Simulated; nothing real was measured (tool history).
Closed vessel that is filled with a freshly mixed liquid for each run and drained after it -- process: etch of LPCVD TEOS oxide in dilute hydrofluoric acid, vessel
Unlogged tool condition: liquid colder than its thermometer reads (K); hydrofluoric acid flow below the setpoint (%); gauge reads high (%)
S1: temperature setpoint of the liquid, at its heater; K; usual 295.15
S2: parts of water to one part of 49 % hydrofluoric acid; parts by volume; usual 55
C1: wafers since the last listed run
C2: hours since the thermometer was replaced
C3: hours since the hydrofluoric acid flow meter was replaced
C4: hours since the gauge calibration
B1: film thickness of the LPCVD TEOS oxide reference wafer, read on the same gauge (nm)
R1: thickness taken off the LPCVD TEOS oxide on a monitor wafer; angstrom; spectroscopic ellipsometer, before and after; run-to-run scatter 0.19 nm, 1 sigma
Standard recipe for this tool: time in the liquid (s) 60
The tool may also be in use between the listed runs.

run 1 hour=0.0 | S1=295.15 S2=55 time_in_the_liquid_(s)=60 | C1=0 C2=2104.0 C3=4.1 C4=279.3 | B1=79.99 | R1=416.8
run 2 hour=33.7 | S1=296.15 S2=55 time_in_the_liquid_(s)=60 | C1=3454 C2=2137.7 C3=37.8 C4=313.0 | B1=80.00 | R1=434.2
run 3 hour=76.8 | S1=296.15 S2=55 time_in_the_liquid_(s)=60 | C1=4417 C2=2180.8 C3=80.9 C4=356.1 | B1=80.01 | R1=432.1
run 4 hour=127.0 | S1=295.15 S2=55 time_in_the_liquid_(s)=35 | C1=5145 C2=2231.0 C3=131.1 C4=406.3 | B1=79.98 | R1=241.3
run 5 hour=179.4 | S1=295.15 S2=55 time_in_the_liquid_(s)=35 | C1=5370 C2=2283.4 C3=183.5 C4=458.7 | B1=80.00 | R1=241.4
run 6 hour=242.7 | S1=295.15 S2=55 time_in_the_liquid_(s)=35 | C1=6488 C2=2346.7 C3=246.8 C4=522.0 | B1=80.05 | R1=240.1
run 7 hour=302.1 | S1=295.15 S2=55 time_in_the_liquid_(s)=60 | C1=6088 C2=2406.1 C3=306.2 C4=581.4 | B1=80.02 | R1=409.8
run 8 hour=328.9 | S1=295.15 S2=55 time_in_the_liquid_(s)=60 | C1=2746 C2=2432.9 C3=333.0 C4=608.2 | B1=80.01 | R1=408.7
run 9 hour=353.6 | S1=295.15 S2=55 time_in_the_liquid_(s)=60 | C1=2531 C2=2457.6 C3=357.7 C4=632.9 | B1=80.01 | R1=410.0
run 10 hour=397.1 | S1=295.15 S2=55 time_in_the_liquid_(s)=60 | C1=4458 C2=2501.1 C3=401.2 C4=676.4 | B1=80.04 | R1=411.4
run 11 hour=459.3 | S1=295.15 S2=55 time_in_the_liquid_(s)=30 | C1=6375 C2=2563.3 C3=463.4 C4=738.6 | B1=80.01 | R1=205.5
-- hour=484.4 gauge calibrated
run 12 hour=513.9 | S1=295.15 S2=55 time_in_the_liquid_(s)=60 | C1=5596 C2=2617.9 C3=518.0 C4=29.5 | B1=79.99 | R1=405.5
run 13 hour=577.1 | S1=295.15 S2=55 time_in_the_liquid_(s)=30 | C1=6477 C2=2681.1 C3=581.2 C4=92.7 | B1=80.00 | R1=203.7
run 14 hour=603.5 | S1=295.15 S2=55 time_in_the_liquid_(s)=60 | C1=2705 C2=2707.5 C3=607.6 C4=119.1 | B1=79.99 | R1=405.0
-- hour=625.9 hydrofluoric acid flow meter replaced
-- hour=645.7 thermometer replaced
run 15 hour=664.4 | S1=291.65 S2=80 time_in_the_liquid_(s)=45 | C1=6037 C2=18.7 C3=38.5 C4=180.0 | B1=80.02 | R1=193.0
run 16 hour=715.4 | S1=290.15 S2=40 time_in_the_liquid_(s)=35 | C1=5227 C2=69.7 C3=89.5 C4=231.0 | B1=79.99 | R1=293.8
run 17 hour=784.7 | S1=291.15 S2=85 time_in_the_liquid_(s)=90 | C1=7103 C2=139.0 C3=158.8 C4=300.3 | B1=80.01 | R1=353.6
run 18 hour=857.0 | S1=297.65 S2=55 time_in_the_liquid_(s)=35 | C1=7410 C2=211.3 C3=231.1 C4=372.6 | B1=80.01 | R1=288.8
run 19 hour=883.9 | S1=290.65 S2=85 time_in_the_liquid_(s)=70 | C1=2757 C2=238.2 C3=258.0 C4=399.5 | B1=80.02 | R1=266.3
run 20 hour=920.6 | S1=291.65 S2=40 time_in_the_liquid_(s)=40 | C1=3761 C2=274.9 C3=294.7 C4=436.2 | B1=79.97 | R1=354.9

What differs in the tool's unlogged condition from the final listed run ahead of each entry between runs to the first listed run following it?
Logged between run 11 and run 12: gauge calibrated (hour 484.4)
  liquid colder than its thermometer reads (K): 2.32 -> 2.37
  what was measured, less what the result would be without the hidden state, R1: -21.0 -> -42.5 angstrom
Logged between run 14 and run 15: hydrofluoric acid flow meter replaced (hour 625.9); thermometer replaced (hour 645.7)
  liquid colder than its thermometer reads (K): 2.45 -> 0.151
  what was measured, less what the result would be without the hidden state, R1: -44.0 -> -1.2 angstrom

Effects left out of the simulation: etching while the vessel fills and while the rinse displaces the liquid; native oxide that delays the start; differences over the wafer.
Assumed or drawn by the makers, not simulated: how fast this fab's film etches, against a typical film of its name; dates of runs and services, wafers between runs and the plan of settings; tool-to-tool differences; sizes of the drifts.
